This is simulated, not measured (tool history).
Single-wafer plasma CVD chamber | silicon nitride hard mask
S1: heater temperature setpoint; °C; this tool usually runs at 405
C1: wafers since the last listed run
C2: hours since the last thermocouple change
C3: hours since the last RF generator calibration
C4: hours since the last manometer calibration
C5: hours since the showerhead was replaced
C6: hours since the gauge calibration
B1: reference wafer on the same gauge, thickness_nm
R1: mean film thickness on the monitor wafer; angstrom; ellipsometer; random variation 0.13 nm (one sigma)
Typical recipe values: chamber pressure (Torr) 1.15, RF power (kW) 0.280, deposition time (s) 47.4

Run 1, hour 0.0: usual settings but RF power (kW) 0.315; C1 0; C2 1108.6; C3 1940.3; C4 978.9; C5 5141.7; C6 617.5; B1 42.294. Result: R1 486.97 angstrom.
Run 2, hour 50.6: usual settings but RF power (kW) 0.325, deposition time (s) 44.4; C1 864; C2 1159.2; C3 1990.9; C4 1029.5; C5 5192.3; C6 668.1; B1 42.302. Result: R1 467.43 angstrom.
Run 3, hour 78.2: usual settings but RF power (kW) 0.325, deposition time (s) 44.4; C1 471; C2 1186.8; C3 2018.5; C4 1057.1; C5 5219.9; C6 695.7; B1 42.303. Result: R1 467.00 angstrom.
Run 4, hour 136.5: usual settings but RF power (kW) 0.325, deposition time (s) 44.4; C1 996; C2 1245.1; C3 2076.8; C4 1115.4; C5 5278.2; C6 754.0; B1 42.286. Result: R1 467.48 angstrom.
Run 5, hour 170.8: usual settings; C1 586; C2 1279.4; C3 2111.1; C4 1149.7; C5 5312.5; C6 788.3; B1 42.316. Result: R1 437.58 angstrom.
Run 6, hour 240.7: usual settings; C1 1194; C2 1349.3; C3 2181.0; C4 1219.6; C5 5382.4; C6 858.2; B1 42.301. Result: R1 435.11 angstrom.
At hour 250.0: gauge calibrated.
Run 7, hour 291.2: usual settings; C1 862; C2 1399.8; C3 2231.5; C4 1270.1; C5 5432.9; C6 41.2; B1 42.305. Result: R1 433.19 angstrom.
Run 8, hour 336.5: usual settings; C1 773; C2 1445.1; C3 2276.8; C4 1315.4; C5 5478.2; C6 86.5; B1 42.342. Result: R1 431.69 angstrom.
At hour 344.6: capacitance manometer re-zeroed and calibrated.
At hour 371.2: showerhead replaced.
Run 9, hour 378.2: usual settings but chamber pressure (Torr) 0.91, RF power (kW) 0.325; C1 439; C2 1486.8; C3 2318.5; C4 33.6; C5 7.0; C6 128.2; B1 42.306. Result: R1 471.88 angstrom.
At hour 422.9: RF generator calibrated.
Run 10, hour 427.2: usual settings but RF power (kW) 0.320; C1 700; C2 1535.8; C3 4.3; C4 82.6; C5 56.0; C6 177.2; B1 42.281. Result: R1 529.74 angstrom.
At hour 452.5: thermocouple changed; heater temperature recalibrated.
Run 11, hour 461.7: usual settings but S1 399 °C, chamber pressure (Torr) 0.88, deposition time (s) 37.9; C1 452; C2 9.2; C3 38.8; C4 117.1; C5 90.5; C6 211.7; B1 42.336. Result: R1 347.16 angstrom.
Run 12, hour 492.7: usual settings but S1 398 °C, chamber pressure (Torr) 1.38; C1 529; C2 40.2; C3 69.8; C4 148.1; C5 121.5; C6 242.7; B1 42.276. Result: R1 496.76 angstrom.
Run 13, hour 559.4: usual settings but S1 392 °C, chamber pressure (Torr) 1.37, deposition time (s) 51.7; C1 1139; C2 106.9; C3 136.5; C4 214.8; C5 188.2; C6 309.4; B1 42.287. Result: R1 544.87 angstrom.

Run 14 comes next. What will it give?
Run 14, hour 607.5: usual settings but S1 398 °C, chamber pressure (Torr) 1.38; C1 821; C2 155.0; C3 184.6; C4 262.9; C5 236.3; C6 357.5; B1 ?. Result: R1 ?.

Run 14 produced B1 42.297, R1 494.15 angstrom.
With the hidden condition absent and the run-to-run variation left alone, this run would have shown R1 505.73 angstrom.
